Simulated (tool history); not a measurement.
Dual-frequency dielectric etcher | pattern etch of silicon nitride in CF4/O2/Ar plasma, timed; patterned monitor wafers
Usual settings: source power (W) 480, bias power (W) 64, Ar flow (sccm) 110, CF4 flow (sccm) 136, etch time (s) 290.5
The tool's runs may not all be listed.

| run | hour | source power (W) | bias power (W) | Ar flow (sccm) | CF4 flow (sccm) | etch time (s) | read-back reference wafer on the same gauge, depth_nm | mean etch depth across the wafer (nm) |
|---|---|---|---|---|---|---|---|---|
| 1 | 0.0 | 480 | 64 | 110 | 136 | 290.5 | 600.7 | 578.0 |
| 2 | 55.2 | 480 | 64 | 110 | 136 | 290.5 | 601.1 | 576.0 |
| 3 | 125.2 | 480 | 64 | 110 | 136 | 290.5 | 600.4 | 568.8 |
| 4 | 176.1 | 480 | 64 | 110 | 136 | 290.5 | 600.5 | 571.0 |
| 5 | 241.3 | 480 | 64 | 110 | 113 | 290.5 | 600.9 | 558.1 |
|  | 288.5 | upper electrode replaced |
| 6 | 297.4 | 480 | 64 | 110 | 113 | 290.5 | 600.5 | 555.6 |
| 7 | 327.7 | 480 | 64 | 110 | 136 | 290.5 | 600.0 | 563.2 |
|  | 336.4 | CF4 flow controller replaced |
| 8 | 393.3 | 480 | 69 | 110 | 136 | 290.5 | 600.9 | 576.3 |
|  | 422.0 | Ar flow controller replaced |
| 9 | 438.2 | 520 | 64 | 85 | 112 | 234.5 | 600.3 | 494.4 |
|  | 448.0 | gauge calibrated |
| 10 | 464.9 | 400 | 75 | 110 | 136 | 290.5 | 601.2 | 494.5 |
|  | 518.4 | bias power generator calibrated |
|  | 518.7 | wet clean of the chamber |
| 11 | 519.2 | 480 | 60 | 110 | 136 | 211.0 | 600.7 | 410.9 |
|  | 540.3 | source power generator calibrated |
| 12 | 588.9 | 480 | 64 | 110 | 136 | 290.5 | 600.7 | 580.1 |
| 13 | 657.8 | 480 | 69 | 110 | 136 | 290.5 | 600.5 | 599.1 |
| 14 | 688.3 | 480 | 52 | 129 | 136 | 290.5 | 600.6 | 505.7 |
| 15 | 756.4 | 440 | 64 | 91 | 136 | 336.0 | 602.1 | 618.9 |
| 16 | 790.4 | 560 | 59 | 110 | 136 | 241.5 | 601.4 | 534.0 |

Forecast each of these 3 alternatives for the next run:
| A | 790.9 | 480 | 64 | 110 | 166 | 290.5 | ? | ? |
| B | 790.9 | 480 | 64 | 90 | 136 | 290.5 | ? | ? |
| C | 790.9 | 480 | 78 | 110 | 136 | 241.5 | ? | ? |

| run | read-back reference wafer on the same gauge, depth_nm | mean etch depth across the wafer (nm) |
|---|---|---|
| A | 600.6 | 579.1 |
| B | 600.6 | 584.0 |
| C | 600.6 | 524.7 |
Without the tool's hidden state the same runs would have given:
| run | mean etch depth across the wafer (nm) |
|---|---|
| A | 592.6 |
| B | 597.6 |
| C | 536.9 |
